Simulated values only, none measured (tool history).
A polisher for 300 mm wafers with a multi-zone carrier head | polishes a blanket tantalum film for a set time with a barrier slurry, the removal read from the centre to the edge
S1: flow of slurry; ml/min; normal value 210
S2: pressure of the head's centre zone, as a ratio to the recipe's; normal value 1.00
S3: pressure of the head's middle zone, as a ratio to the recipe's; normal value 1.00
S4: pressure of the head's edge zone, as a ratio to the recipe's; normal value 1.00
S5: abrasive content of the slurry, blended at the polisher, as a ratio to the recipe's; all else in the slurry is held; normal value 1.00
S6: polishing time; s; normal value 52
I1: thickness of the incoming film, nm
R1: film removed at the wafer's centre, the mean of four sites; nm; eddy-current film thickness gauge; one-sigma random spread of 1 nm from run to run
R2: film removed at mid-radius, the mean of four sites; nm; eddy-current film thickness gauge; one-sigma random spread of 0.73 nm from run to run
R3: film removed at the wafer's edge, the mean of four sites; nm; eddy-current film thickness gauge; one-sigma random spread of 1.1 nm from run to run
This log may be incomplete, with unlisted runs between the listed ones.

run     day   S1    S2    S3    S4    S5  S6     I1    R1    R2    R3
  1   0.000  210  1.00  1.00  1.00  1.00  52  298.4  69.4  71.6  69.8
  2   1.875  210  1.00  0.90  1.00  1.00  52  302.2  69.1  68.2  69.9
  3   3.471  145  1.00  1.00  1.00  1.00  52  300.5  62.6  67.9  66.3
  4   4.904  210  1.00  1.00  0.94  1.00  52  304.2  67.4  70.1  66.0
  5   6.521  210  1.00  1.00  1.00  1.00  52  301.9  64.2  69.9  65.2
  6   8.533  210  1.00  1.00  1.00  1.15  52  298.7  70.6  71.8  67.7
      9.188  -- edge zone pressure recalibrated
      9.558  -- worn pad replaced by a new one
  7  11.000  210  1.05  1.06  1.06  1.00  60  297.0  89.9  90.0  86.3
  8  13.438  210  1.00  1.06  1.00  1.20  52  297.2  75.6  82.0  77.6
     14.479  -- centre zone pressure recalibrated
  9  15.758  170  1.00  1.00  1.04  1.00  52  297.2  70.8  71.7  72.6
 10  18.546  275  1.00  1.00  0.93  0.75  65  296.9  83.8  86.8  81.0
 11  20.938  210  1.00  0.90  1.00  1.00  52  304.5  70.4  68.9  72.6
 12  21.988  180  1.00  1.10  1.00  1.00  52  301.3  66.2  74.3  69.2
 13  23.783  285  1.06  1.04  1.00  1.00  68  295.6  98.5  98.2  94.3
 14  26.146  210  1.00  1.00  1.00  1.00  52  297.9  66.9  70.4  69.0
     27.375  -- worn pad replaced by a new one
 15  27.617  210  1.00  1.00  1.00  1.00  52  298.6  75.0  76.6  72.7
 16  28.821  210  1.00  0.95  0.93  1.00  52  303.3  74.9  73.1  71.9
 17  30.708  210  1.00  1.00  1.07  1.00  52  300.8  72.7  74.5  73.8
 18  31.796  260  1.00  1.03  1.00  1.00  52  302.6  73.2  77.9  71.9
 19  34.138  210  1.00  1.00  0.96  1.00  52  303.0  69.4  74.6  70.8
     35.671  -- slurry nozzle cleaned
 20  36.071  210  1.00  1.00  1.00  1.00  52  304.8  70.6  73.2  70.3
 21  37.921  235  1.00  1.00  1.04  1.15  52  305.7  72.8  75.8  76.2
 22  39.746  255  1.00  1.00  1.00  1.00  52  300.5  70.9  75.2  71.8

4 options for the next run, each taken on its own from the tool as it stands now. Forecast them:
  A  39.762  210  1.00  1.00  1.00  1.00  52  298.3   ?   ?   ?
  B  39.762  245  1.00  1.00  0.91  1.00  68  298.3   ?   ?   ?
  C  39.762  155  0.95  0.96  1.00  1.00  52  298.3   ?   ?   ?
  D  39.762  210  1.00  1.00  1.00  0.75  52  298.3   ?   ?   ?

run    R1    R2    R3
  A  69.1  72.0  68.0
  B  91.9  95.7  86.0
  C  63.1  68.3  66.3
  D  63.3  66.0  62.3
Without the tool's hidden state the same runs would have given:
run    R1     R2    R3
  A  74.2   77.3  73.0
  B  98.7  102.7  92.3
  C  67.7   73.3  71.2
  D  67.9   70.8  66.8

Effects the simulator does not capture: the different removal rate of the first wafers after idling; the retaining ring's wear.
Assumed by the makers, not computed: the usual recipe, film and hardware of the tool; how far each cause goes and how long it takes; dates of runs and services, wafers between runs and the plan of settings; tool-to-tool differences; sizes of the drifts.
